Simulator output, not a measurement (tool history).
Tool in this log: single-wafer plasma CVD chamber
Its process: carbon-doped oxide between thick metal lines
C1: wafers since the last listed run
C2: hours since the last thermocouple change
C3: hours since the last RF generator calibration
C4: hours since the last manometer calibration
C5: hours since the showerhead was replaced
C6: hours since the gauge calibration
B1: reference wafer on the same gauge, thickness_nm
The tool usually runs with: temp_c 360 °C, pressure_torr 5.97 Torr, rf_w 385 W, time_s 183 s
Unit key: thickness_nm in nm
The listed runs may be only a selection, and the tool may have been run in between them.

{"run": 1, "hour": 0.0, "temp_c": 360, "pressure_torr": 5.97, "rf_w": 385, "time_s": 183, "C1": 0, "C2": 641.8, "C3": 2632.0, "C4": 418.8, "C5": 3585.6, "C6": 1322.7, "B1": 715.579, "thickness_nm": 689.789}
{"run": 2, "hour": 58.9, "temp_c": 360, "pressure_torr": 5.97, "rf_w": 385, "time_s": 183, "C1": 804, "C2": 700.7, "C3": 2690.9, "C4": 477.7, "C5": 3644.5, "C6": 1381.6, "B1": 715.19, "thickness_nm": 692.539}
{"run": 3, "hour": 100.0, "temp_c": 360, "pressure_torr": 6.56, "rf_w": 385, "time_s": 206, "C1": 561, "C2": 741.8, "C3": 2732.0, "C4": 518.8, "C5": 3685.6, "C6": 1422.7, "B1": 714.961, "thickness_nm": 782.386}
{"run": 4, "hour": 148.9, "temp_c": 360, "pressure_torr": 5.97, "rf_w": 410, "time_s": 183, "C1": 667, "C2": 790.7, "C3": 2780.9, "C4": 567.7, "C5": 3734.5, "C6": 1471.6, "B1": 714.989, "thickness_nm": 721.046}
{"hour": 192.9, "done": "RF generator calibrated"}
{"run": 5, "hour": 219.8, "temp_c": 360, "pressure_torr": 5.97, "rf_w": 410, "time_s": 183, "C1": 858, "C2": 861.6, "C3": 26.9, "C4": 638.6, "C5": 3805.4, "C6": 1542.5, "B1": 715.297, "thickness_nm": 767.185}
{"run": 6, "hour": 274.0, "temp_c": 360, "pressure_torr": 5.97, "rf_w": 410, "time_s": 183, "C1": 740, "C2": 915.8, "C3": 81.1, "C4": 692.8, "C5": 3859.6, "C6": 1596.7, "B1": 715.242, "thickness_nm": 771.249}
{"run": 7, "hour": 306.8, "temp_c": 360, "pressure_torr": 5.97, "rf_w": 385, "time_s": 183, "C1": 447, "C2": 948.6, "C3": 113.9, "C4": 725.6, "C5": 3892.4, "C6": 1629.5, "B1": 714.692, "thickness_nm": 743.138}
{"hour": 336.4, "done": "showerhead replaced"}
{"run": 8, "hour": 375.3, "temp_c": 360, "pressure_torr": 5.97, "rf_w": 385, "time_s": 183, "C1": 826, "C2": 1017.1, "C3": 182.4, "C4": 794.1, "C5": 38.9, "C6": 1698.0, "B1": 715.096, "thickness_nm": 737.225}
{"hour": 395.7, "done": "thermocouple changed; heater temperature recalibrated"}
{"run": 9, "hour": 416.0, "temp_c": 360, "pressure_torr": 5.97, "rf_w": 385, "time_s": 211, "C1": 446, "C2": 20.3, "C3": 223.1, "C4": 834.8, "C5": 79.6, "C6": 1738.7, "B1": 714.359, "thickness_nm": 851.319}
{"run": 10, "hour": 563.1, "temp_c": 360, "pressure_torr": 5.97, "rf_w": 385, "time_s": 211, "C1": 2008, "C2": 167.4, "C3": 370.2, "C4": 981.9, "C5": 226.7, "C6": 1885.8, "B1": 715.146, "thickness_nm": 846.305}
{"hour": 588.9, "done": "capacitance manometer re-zeroed and calibrated"}
{"run": 11, "hour": 589.4, "temp_c": 353, "pressure_torr": 6.74, "rf_w": 385, "time_s": 183, "C1": 249, "C2": 193.7, "C3": 396.5, "C4": 0.5, "C5": 253.0, "C6": 1912.1, "B1": 714.684, "thickness_nm": 756.914}
{"run": 12, "hour": 634.1, "temp_c": 360, "pressure_torr": 6.93, "rf_w": 325, "time_s": 183, "C1": 610, "C2": 238.4, "C3": 441.2, "C4": 45.2, "C5": 297.7, "C6": 1956.8, "B1": 715.212, "thickness_nm": 665.049}
{"run": 13, "hour": 699.5, "temp_c": 360, "pressure_torr": 5.97, "rf_w": 385, "time_s": 183, "C1": 893, "C2": 303.8, "C3": 506.6, "C4": 110.6, "C5": 363.1, "C6": 2022.2, "B1": 715.673, "thickness_nm": 732.885}
{"run": 14, "hour": 739.2, "temp_c": 360, "pressure_torr": 5.97, "rf_w": 385, "time_s": 183, "C1": 542, "C2": 343.5, "C3": 546.3, "C4": 150.3, "C5": 402.8, "C6": 2061.9, "B1": 714.423, "thickness_nm": 731.037}
{"run": 15, "hour": 804.0, "temp_c": 369, "pressure_torr": 5.24, "rf_w": 445, "time_s": 197, "C1": 884, "C2": 408.3, "C3": 611.1, "C4": 215.1, "C5": 467.6, "C6": 2126.7, "B1": 714.73, "thickness_nm": 822.565}
{"hour": 834.1, "done": "gauge calibrated"}
{"run": 16, "hour": 841.5, "temp_c": 346, "pressure_torr": 5.97, "rf_w": 385, "time_s": 168, "C1": 512, "C2": 445.8, "C3": 648.6, "C4": 252.6, "C5": 505.1, "C6": 7.4, "B1": 715.111, "thickness_nm": 693.421}
{"run": 17, "hour": 884.4, "temp_c": 360, "pressure_torr": 7.12, "rf_w": 420, "time_s": 210, "C1": 585, "C2": 488.7, "C3": 691.5, "C4": 295.5, "C5": 548.0, "C6": 50.3, "B1": 715.26, "thickness_nm": 899.925}
{"run": 18, "hour": 952.4, "temp_c": 360, "pressure_torr": 5.97, "rf_w": 385, "time_s": 183, "C1": 928, "C2": 556.7, "C3": 759.5, "C4": 363.5, "C5": 616.0, "C6": 118.3, "B1": 714.647, "thickness_nm": 726.056}
{"run": 19, "hour": 1017.1, "temp_c": 346, "pressure_torr": 5.97, "rf_w": 385, "time_s": 168, "C1": 883, "C2": 621.4, "C3": 824.2, "C4": 428.2, "C5": 680.7, "C6": 183.0, "B1": 715.257, "thickness_nm": 690.765}
{"run": 20, "hour": 1052.8, "temp_c": 360, "pressure_torr": 5.97, "rf_w": 460, "time_s": 183, "C1": 487, "C2": 657.1, "C3": 859.9, "C4": 463.9, "C5": 716.4, "C6": 218.7, "B1": 715.496, "thickness_nm": 817.836}
{"run": 21, "hour": 1081.7, "temp_c": 360, "pressure_torr": 5.97, "rf_w": 385, "time_s": 183, "C1": 394, "C2": 686.0, "C3": 888.8, "C4": 492.8, "C5": 745.3, "C6": 247.6, "B1": 714.536, "thickness_nm": 724.413}
{"run": 22, "hour": 1122.3, "temp_c": 360, "pressure_torr": 5.97, "rf_w": 385, "time_s": 205, "C1": 554, "C2": 726.6, "C3": 929.4, "C4": 533.4, "C5": 785.9, "C6": 288.2, "B1": 715.446, "thickness_nm": 806.738}
{"run": 23, "hour": 1182.7, "temp_c": 360, "pressure_torr": 5.97, "rf_w": 385, "time_s": 183, "C1": 824, "C2": 787.0, "C3": 989.8, "C4": 593.8, "C5": 846.3, "C6": 348.6, "B1": 714.612, "thickness_nm": 720.993}
{"run": 24, "hour": 1220.4, "temp_c": 360, "pressure_torr": 5.97, "rf_w": 385, "time_s": 183, "C1": 514, "C2": 824.7, "C3": 1027.5, "C4": 631.5, "C5": 884.0, "C6": 386.3, "B1": 714.729, "thickness_nm": 721.61}
{"run": 25, "hour": 1279.3, "temp_c": 370, "pressure_torr": 5.97, "rf_w": 355, "time_s": 183, "C1": 804, "C2": 883.6, "C3": 1086.4, "C4": 690.4, "C5": 942.9, "C6": 445.2, "B1": 715.728, "thickness_nm": 667.185}
{"run": 26, "hour": 1325.6, "temp_c": 360, "pressure_torr": 5.05, "rf_w": 385, "time_s": 147, "C1": 632, "C2": 929.9, "C3": 1132.7, "C4": 736.7, "C5": 989.2, "C6": 491.5, "B1": 715.092, "thickness_nm": 563.305}
{"hour": 1371.0, "done": "thermocouple changed; heater temperature recalibrated"}
{"hour": 1374.2, "done": "capacitance manometer re-zeroed and calibrated"}
{"run": 27, "hour": 1378.1, "temp_c": 360, "pressure_torr": 7.07, "rf_w": 385, "time_s": 183, "C1": 564, "C2": 7.1, "C3": 1185.2, "C4": 3.9, "C5": 1041.7, "C6": 544.0, "B1": 714.915, "thickness_nm": 735.731}
{"run": 28, "hour": 1409.1, "temp_c": 360, "pressure_torr": 5.97, "rf_w": 345, "time_s": 183, "C1": 423, "C2": 38.1, "C3": 1216.2, "C4": 34.9, "C5": 1072.7, "C6": 575.0, "B1": 715.3, "thickness_nm": 669.133}
{"run": 29, "hour": 1442.3, "temp_c": 374, "pressure_torr": 7.05, "rf_w": 410, "time_s": 183, "C1": 453, "C2": 71.3, "C3": 1249.4, "C4": 68.1, "C5": 1105.9, "C6": 608.2, "B1": 715.772, "thickness_nm": 736.105}

Branching from run 29: 3 alternative next runs. What would each branch give?
{"run": "A", "hour": 1442.8, "temp_c": 360, "pressure_torr": 5.97, "rf_w": 420, "time_s": 183, "C1": 6, "C2": 71.8, "C3": 1249.9, "C4": 68.6, "C5": 1106.4, "C6": 608.7, "B1": "?", "thickness_nm": "?"}
{"run": "B", "hour": 1442.8, "temp_c": 372, "pressure_torr": 5.97, "rf_w": 385, "time_s": 166, "C1": 6, "C2": 71.8, "C3": 1249.9, "C4": 68.6, "C5": 1106.4, "C6": 608.7, "B1": "?", "thickness_nm": "?"}
{"run": "C", "hour": 1442.8, "temp_c": 360, "pressure_torr": 5.97, "rf_w": 385, "time_s": 213, "C1": 6, "C2": 71.8, "C3": 1249.9, "C4": 68.6, "C5": 1106.4, "C6": 608.7, "B1": "?", "thickness_nm": "?"}

run=A B1=714.903 thickness_nm=760.555
run=B B1=714.903 thickness_nm=632.401
run=C B1=714.903 thickness_nm=834.355
Stripped of hidden state, with their random variation kept, the same runs would have yielded:
run=A thickness_nm=787.643
run=B thickness_nm=655.909
run=C thickness_nm=865.370
